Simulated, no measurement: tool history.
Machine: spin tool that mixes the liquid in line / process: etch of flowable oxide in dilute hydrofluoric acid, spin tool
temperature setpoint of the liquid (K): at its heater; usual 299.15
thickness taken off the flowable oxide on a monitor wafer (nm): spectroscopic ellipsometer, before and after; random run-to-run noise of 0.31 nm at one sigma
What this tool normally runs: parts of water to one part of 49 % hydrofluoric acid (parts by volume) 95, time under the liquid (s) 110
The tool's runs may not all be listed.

run   hour  temperature setpoint of the liquid (K)  parts of water to one part of 49 % hydrofluoric acid (parts by volume)  time under the liquid (s)  read-back film thickness of the flowable oxide reference wafer, read on the same gauge (nm)  thickness taken off the flowable oxide on a monitor wafer (nm)
  1    0.0                                  296.65                                                                      95                        110                                                                                       109.97                                                           24.86
  2   29.6                                  296.65                                                                      95                        110                                                                                       109.99                                                           25.37
  3   48.5                                  296.65                                                                      95                        110                                                                                       109.98                                                           25.19
  4   67.2                                  299.15                                                                      95                        110                                                                                       109.99                                                           27.59
  5   94.7                                  299.15                                                                      95                         85                                                                                       110.00                                                           20.90
  6  118.0                                  299.15                                                                      95                        110                                                                                       109.99                                                           27.11
  7  134.3                                  299.15                                                                      95                        110                                                                                       109.99                                                           27.77
  8  166.9                                  299.15                                                                      95                        110                                                                                       110.02                                                           27.46
  9  187.5                                  299.15                                                                      55                         75                                                                                       109.97                                                           33.50
 10  201.7                                  299.15                                                                      55                         75                                                                                       109.99                                                           33.81
 11  223.4                                  299.15                                                                      55                         75                                                                                       109.98                                                           33.76
     241.9  -- hydrofluoric acid flow meter replaced
 12  246.4                                  299.15                                                                      60                        110                                                                                       110.00                                                           53.29
 13  271.6                                  299.15                                                                      60                        110                                                                                       110.02                                                           52.92
 14  295.8                                  299.15                                                                      95                         95                                                                                       109.99                                                           27.05
 15  311.2                                  299.15                                                                      95                         95                                                                                       109.98                                                           27.76
 16  326.5                                  299.15                                                                      95                         50                                                                                       109.97                                                           14.27
 17  347.1                                  299.15                                                                      95                        110                                                                                       109.99                                                           31.40
 18  360.6                                  299.15                                                                      95                        110                                                                                       110.02                                                           31.54
     380.7  -- gauge calibrated
     401.1  -- thermometer replaced
 19  448.1                                  299.15                                                                      95                        110                                                                                       109.99                                                           31.11
 20  472.1                                  303.65                                                                     130                         85                                                                                       109.97                                                           20.11
 21  488.7                                  295.15                                                                     130                        140                                                                                       110.00                                                           23.81
 22  501.8                                  299.15                                                                     120                        110                                                                                       109.97                                                           24.07
 23  526.6                                  299.15                                                                     110                        110                                                                                       110.00                                                           26.28
 24  548.3                                  299.15                                                                      95                        110                                                                                       109.99                                                           31.62
 25  573.7                                  299.15                                                                      95                        110                                                                                       110.00                                                           31.76
 26  608.8                                  301.65                                                                     145                        110                                                                                       109.98                                                           20.90
 27  626.9                                  301.65                                                                      95                         80                                                                                       110.00                                                           25.17
 28  682.0                                  299.15                                                                      95                        110                                                                                       109.98                                                           31.36
 29  696.8                                  294.15                                                                      95                         45                                                                                       110.02                                                           10.26
 30  715.5                                  294.65                                                                     110                        130                                                                                       109.99                                                           26.18

Branching from run 30: 4 alternative next runs. What would each branch give?
  A  715.9                                  299.15                                                                      95                        155                                                                                            ?                                                               ?
  B  715.9                                  301.65                                                                      55                         80                                                                                            ?                                                               ?
  C  715.9                                  296.15                                                                     110                        150                                                                                            ?                                                               ?
  D  715.9                                  299.15                                                                      95                        140                                                                                            ?                                                               ?

run  read-back film thickness of the flowable oxide reference wafer, read on the same gauge (nm)  thickness taken off the flowable oxide on a monitor wafer (nm)
  A                                                                                       110.00                                                           44.49
  B                                                                                       110.00                                                           46.31
  C                                                                                       110.00                                                           32.42
  D                                                                                       110.00                                                           40.18
Stripped of hidden state, with their random variation kept, the same runs would have yielded:
run  thickness taken off the flowable oxide on a monitor wafer (nm)
  A                                                           46.34
  B                                                           48.17
  C                                                           33.78
  D                                                           41.86

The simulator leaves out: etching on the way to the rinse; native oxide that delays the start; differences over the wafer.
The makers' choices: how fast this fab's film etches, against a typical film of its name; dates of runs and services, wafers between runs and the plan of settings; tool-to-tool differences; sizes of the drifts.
